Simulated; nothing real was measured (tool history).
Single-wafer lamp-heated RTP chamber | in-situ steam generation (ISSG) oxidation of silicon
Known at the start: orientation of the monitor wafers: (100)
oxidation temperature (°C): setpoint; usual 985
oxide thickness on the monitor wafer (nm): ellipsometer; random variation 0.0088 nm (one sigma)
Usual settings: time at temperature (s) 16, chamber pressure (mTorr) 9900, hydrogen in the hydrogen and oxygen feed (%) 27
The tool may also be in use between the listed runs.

run    hour  oxidation temperature (°C)  time at temperature (s)  chamber pressure (mTorr)  hydrogen in the hydrogen and oxygen feed (%)  read-back reference wafer on the same gauge, thickness  oxide thickness on the monitor wafer (nm)
  1       0                         985                       16                      9900                                            27                                                   5.301                                      4.724
  2    99.3                         985                       16                      9900                                            27                                                   5.299                                       4.72
      171.5  -- gauge calibrated
  3   186.6                         985                       21                      9900                                            27                                                   5.298                                      5.324
  4   263.6                         985                       21                      9900                                            27                                                   5.303                                      5.321
  5   362.6                         985                       14                      9900                                            27                                                     5.3                                      4.481
  6   443.7                         985                       14                      9900                                            27                                                     5.3                                      4.487
  7   511.5                        1002                       16                      9900                                            27                                                   5.299                                      5.051
      533.3  -- pyrometer window cleaned and pyrometer calibrated
  8   585.2                         985                       16                      9900                                            27                                                   5.301                                      4.716
  9   637.1                        1002                       16                      9200                                            27                                                   5.302                                      5.094
 10   695.8                         985                       16                      9900                                            27                                                   5.299                                       4.71
 11   743.4                         985                       21                      9900                                            31                                                   5.298                                      5.466
 12     850                         985                       16                      8600                                            27                                                   5.303                                      4.832
 13   887.4                         985                       13                      9400                                            27                                                   5.302                                      4.365
 14   980.7                         985                       16                      9900                                            27                                                   5.299                                      4.712
 15  1029.1                         977                       14                      9900                                            32                                                   5.301                                      4.523
 16  1072.9                         985                       16                      9900                                            27                                                   5.298                                      4.736
 17  1177.7                         985                       16                      9900                                            21                                                   5.301                                      4.484
 18    1230                         985                       16                      9900                                            27                                                   5.297                                      4.741
 19    1320                         968                       16                      9900                                            27                                                   5.298                                      4.485
       1351  -- pyrometer window cleaned and pyrometer calibrated
 20  1447.1                         985                       16                      9900                                            27                                                   5.303                                      4.702
     1509.8  -- hydrogen flow controller replaced
 21  1533.3                         985                       16                      9900                                            27                                                   5.301                                      4.706
 22  1635.3                         985                       14                      9900                                            32                                                   5.298                                      4.637
 23  1677.8                        1004                       14                      8900                                            27                                                   5.302                                      4.873
     1720.8  -- pressure gauge zeroed
 24    1731                         985                       16                      9900                                            27                                                     5.3                                      4.755
 25  2042.1                         985                       16                     10200                                            32                                                   5.301                                      4.929
 26  2147.7                         991                       16                      9900                                            24                                                     5.3                                      4.769

Run 27 comes next. What will it give?
     2165.2  -- pyrometer window cleaned and pyrometer calibrated
 27  2198.1                         985                       12                      9900                                            27                                                       ?                                          ?

read-back reference wafer on the same gauge, thickness: 5.302
oxide thickness on the monitor wafer (nm): 4.204
Without the tool's hidden state the same run would have given oxide thickness on the monitor wafer (nm) 4.207.
